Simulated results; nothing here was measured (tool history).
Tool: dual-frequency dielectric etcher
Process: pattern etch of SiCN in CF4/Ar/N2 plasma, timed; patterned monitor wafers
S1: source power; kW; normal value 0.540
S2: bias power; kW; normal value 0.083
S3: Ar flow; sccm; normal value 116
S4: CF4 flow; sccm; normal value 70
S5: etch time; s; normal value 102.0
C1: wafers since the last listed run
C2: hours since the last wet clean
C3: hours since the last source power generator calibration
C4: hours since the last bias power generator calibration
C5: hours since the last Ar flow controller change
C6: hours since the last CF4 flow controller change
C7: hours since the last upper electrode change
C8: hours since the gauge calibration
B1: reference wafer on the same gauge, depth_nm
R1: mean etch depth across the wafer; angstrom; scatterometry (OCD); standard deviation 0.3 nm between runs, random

Run 1, hour 0.0: usual settings; C1 0; C2 382.1; C3 3407.8; C4 2832.0; C5 5944.3; C6 1885.5; C7 4215.0; C8 311.9; B1 111.0. Result: R1 1053 angstrom.
At hour 31.3: source power generator calibrated.
Run 2, hour 31.8: usual settings but S2 0.068 kW, S4 58 sccm; C1 307; C2 413.9; C3 0.5; C4 2863.8; C5 5976.1; C6 1917.3; C7 4246.8; C8 343.7; B1 110.9. Result: R1 957 angstrom.
Run 3, hour 45.3: usual settings but S2 0.068 kW, S4 58 sccm; C1 149; C2 427.4; C3 14.0; C4 2877.3; C5 5989.6; C6 1930.8; C7 4260.3; C8 357.2; B1 111.0. Result: R1 962 angstrom.
Run 4, hour 79.4: usual settings but S1 0.660 kW; C1 376; C2 461.5; C3 48.1; C4 2911.4; C5 6023.7; C6 1964.9; C7 4294.4; C8 391.3; B1 111.0. Result: R1 1203 angstrom.
At hour 134.8: upper electrode replaced.
Run 5, hour 135.3: usual settings; C1 352; C2 517.4; C3 104.0; C4 2967.3; C5 6079.6; C6 2020.8; C7 0.5; C8 447.2; B1 111.0. Result: R1 1044 angstrom.
At hour 142.4: bias power generator calibrated.
Run 6, hour 142.9: usual settings; C1 39; C2 525.0; C3 111.6; C4 0.5; C5 6087.2; C6 2028.4; C7 8.1; C8 454.8; B1 111.1. Result: R1 1040 angstrom.
Run 7, hour 158.5: usual settings but S2 0.090 kW, S5 126.0 s; C1 172; C2 540.6; C3 127.2; C4 16.1; C5 6102.8; C6 2044.0; C7 23.7; C8 470.4; B1 111.0. Result: R1 1328 angstrom.
Run 8, hour 183.4: usual settings; C1 274; C2 565.5; C3 152.1; C4 41.0; C5 6127.7; C6 2068.9; C7 48.6; C8 495.3; B1 111.0. Result: R1 1043 angstrom.
At hour 206.4: CF4 flow controller replaced.
Run 9, hour 206.9: usual settings but S1 0.660 kW, S2 0.099 kW, S4 64 sccm, S5 116.5 s; C1 193; C2 589.0; C3 175.6; C4 64.5; C5 6151.2; C6 0.5; C7 72.1; C8 518.8; B1 111.0. Result: R1 1445 angstrom.
Run 10, hour 229.8: usual settings but S4 65 sccm; C1 252; C2 611.9; C3 198.5; C4 87.4; C5 6174.1; C6 23.4; C7 95.0; C8 541.7; B1 111.0. Result: R1 1031 angstrom.
At hour 236.4: gauge calibrated.
Run 11, hour 251.9: usual settings but S3 125 sccm, S4 78 sccm; C1 244; C2 634.0; C3 220.6; C4 109.5; C5 6196.2; C6 45.5; C7 117.1; C8 15.5; B1 111.0. Result: R1 1047 angstrom.
At hour 278.4: Ar flow controller replaced.
At hour 298.6: wet clean of the chamber.
Run 12, hour 299.1: usual settings but S2 0.074 kW, S5 121.0 s; C1 232; C2 0.5; C3 267.8; C4 156.7; C5 20.7; C6 92.7; C7 164.3; C8 62.7; B1 111.0. Result: R1 1207 angstrom.
Run 13, hour 305.3: usual settings but S1 0.440 kW, S3 127 sccm, S4 80 sccm, S5 72.5 s; C1 68; C2 6.7; C3 274.0; C4 162.9; C5 26.9; C6 98.9; C7 170.5; C8 68.9; B1 111.1. Result: R1 659 angstrom.
Run 14, hour 409.7: usual settings but S1 0.630 kW, S4 59 sccm; C1 1152; C2 111.1; C3 378.4; C4 267.3; C5 131.3; C6 203.3; C7 274.9; C8 173.3; B1 111.0. Result: R1 1140 angstrom.
Run 15, hour 428.2: usual settings but S1 0.650 kW; C1 204; C2 129.6; C3 396.9; C4 285.8; C5 149.8; C6 221.8; C7 293.4; C8 191.8; B1 111.0. Result: R1 1203 angstrom.
Run 16, hour 450.1: usual settings but S1 0.590 kW; C1 241; C2 151.5; C3 418.8; C4 307.7; C5 171.7; C6 243.7; C7 315.3; C8 213.7; B1 111.0. Result: R1 1114 angstrom.
Run 17, hour 482.0: usual settings; C1 352; C2 183.4; C3 450.7; C4 339.6; C5 203.6; C6 275.6; C7 347.2; C8 245.6; B1 111.0. Result: R1 1047 angstrom.
Run 18, hour 511.8: usual settings but S1 0.500 kW, S3 89 sccm, S4 83 sccm, S5 122.5 s; C1 329; C2 213.2; C3 480.5; C4 369.4; C5 233.4; C6 305.4; C7 377.0; C8 275.4; B1 110.9. Result: R1 1260 angstrom.
Run 19, hour 530.4: usual settings but S1 0.460 kW, S2 0.101 kW, S5 131.5 s; C1 205; C2 231.8; C3 499.1; C4 388.0; C5 252.0; C6 324.0; C7 395.6; C8 294.0; B1 111.0. Result: R1 1294 angstrom.
Run 20, hour 552.2: usual settings but S4 53 sccm, S5 124.0 s; C1 240; C2 253.6; C3 520.9; C4 409.8; C5 273.8; C6 345.8; C7 417.4; C8 315.8; B1 111.0. Result: R1 1227 angstrom.
Run 21, hour 564.5: usual settings but S1 0.420 kW, S4 65 sccm; C1 135; C2 265.9; C3 533.2; C4 422.1; C5 286.1; C6 358.1; C7 429.7; C8 328.1; B1 111.0. Result: R1 874 angstrom.

Here are 4 independent what-if runs from the current tool condition. What would each one return?
Run A, hour 564.9: usual settings but S4 85 sccm; C1 4; C2 266.3; C3 533.6; C4 422.5; C5 286.5; C6 358.5; C7 430.1; C8 328.5; B1 ?. Result: R1 ?.
Run B, hour 564.9: usual settings but S3 134 sccm; C1 4; C2 266.3; C3 533.6; C4 422.5; C5 286.5; C6 358.5; C7 430.1; C8 328.5; B1 ?. Result: R1 ?.
Run C, hour 564.9: usual settings but S3 101 sccm, S5 112.5 s; C1 4; C2 266.3; C3 533.6; C4 422.5; C5 286.5; C6 358.5; C7 430.1; C8 328.5; B1 ?. Result: R1 ?.
Run D, hour 564.9: usual settings but S3 105 sccm, S5 82.5 s; C1 4; C2 266.3; C3 533.6; C4 422.5; C5 286.5; C6 358.5; C7 430.1; C8 328.5; B1 ?. Result: R1 ?.

run     B1    R1
  A  111.0  1078
  B  111.0  1030
  C  111.0  1181
  D  111.0   862
Stripped of hidden state, with their random variation kept, the same runs would have yielded:
run    R1
  A  1086
  B  1038
  C  1190
  D   868
